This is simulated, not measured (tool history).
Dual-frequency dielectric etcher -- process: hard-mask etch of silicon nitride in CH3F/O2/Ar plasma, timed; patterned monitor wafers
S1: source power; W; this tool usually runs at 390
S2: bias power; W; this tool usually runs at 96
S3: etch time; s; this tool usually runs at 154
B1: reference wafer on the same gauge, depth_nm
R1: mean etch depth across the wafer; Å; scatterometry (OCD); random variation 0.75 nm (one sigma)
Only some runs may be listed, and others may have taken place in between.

| run | day | S1 | S2 | S3 | B1 | R1 |
|---|---|---|---|---|---|---|
| 1 | 0 | 390 | 115 | 154 | 129.3 | 1382 |
|  | 2.758 | wet clean of the chamber |
| 2 | 2.779 | 390 | 115 | 154 | 129.1 | 1382 |
| 3 | 6.108 | 390 | 96 | 154 | 129.1 | 1283 |
| 4 | 8.471 | 390 | 108 | 154 | 128.9 | 1351 |
| 5 | 12.821 | 390 | 108 | 154 | 128.7 | 1360 |
| 6 | 17.208 | 390 | 96 | 154 | 129 | 1275 |
|  | 19.271 | wet clean of the chamber |
| 7 | 19.292 | 390 | 96 | 154 | 129 | 1276 |
| 8 | 30.483 | 390 | 96 | 154 | 128.9 | 1270 |
|  | 34.367 | gauge calibrated |
| 9 | 34.954 | 450 | 107 | 154 | 129.3 | 1446 |
|  | 36.804 | wet clean of the chamber |
| 10 | 43.658 | 390 | 96 | 154 | 128.9 | 1274 |
| 11 | 46.467 | 390 | 96 | 154 | 129 | 1274 |
| 12 | 48.467 | 390 | 96 | 154 | 129.1 | 1271 |
|  | 52.025 | upper electrode replaced |
| 13 | 52.771 | 390 | 96 | 154 | 128.8 | 1268 |
|  | 53.621 | bias power generator calibrated |
|  | 54.279 | wet clean of the chamber |
| 14 | 56.629 | 450 | 75 | 154 | 129.1 | 1227 |
| 15 | 58.408 | 390 | 96 | 154 | 128.8 | 1279 |
| 16 | 62.708 | 360 | 86 | 192 | 129 | 1426 |
| 17 | 65.042 | 460 | 73 | 154 | 129.3 | 1218 |
| 18 | 68.917 | 390 | 115 | 166.5 | 128.5 | 1519 |
| 19 | 70.546 | 340 | 109 | 128 | 129.3 | 1031 |
|  | 74.192 | wet clean of the chamber |
| 20 | 74.212 | 420 | 84 | 182 | 129.1 | 1466 |
|  | 75.925 | source power generator calibrated |
| 21 | 78.221 | 390 | 104 | 154 | 129 | 1330 |
|  | 78.604 | gauge calibrated |
| 22 | 80.5 | 300 | 96 | 185.5 | 129 | 1296 |
| 23 | 84.767 | 310 | 96 | 154 | 128.9 | 1109 |
| 24 | 88.021 | 390 | 96 | 154 | 129 | 1268 |
| 25 | 89.8 | 430 | 105 | 140 | 129 | 1273 |
|  | 91.883 | wet clean of the chamber |
| 26 | 92.633 | 430 | 105 | 140 | 129 | 1278 |
| 27 | 95.671 | 460 | 75 | 169 | 128.6 | 1358 |

Predict each of these 3 candidate next runs independently; none follows another, all start after run 27:
| A | 95.692 | 390 | 113 | 154 | ? | ? |
| B | 95.692 | 460 | 86 | 154 | ? | ? |
| C | 95.692 | 430 | 96 | 124 | ? | ? |

| run | B1 | R1 |
|---|---|---|
| A | 128.7 | 1388 |
| B | 128.7 | 1334 |
| C | 128.7 | 1092 |
With no hidden state in the tool, these same runs would have given:
| run | R1 |
|---|---|
| A | 1388 |
| B | 1334 |
| C | 1092 |
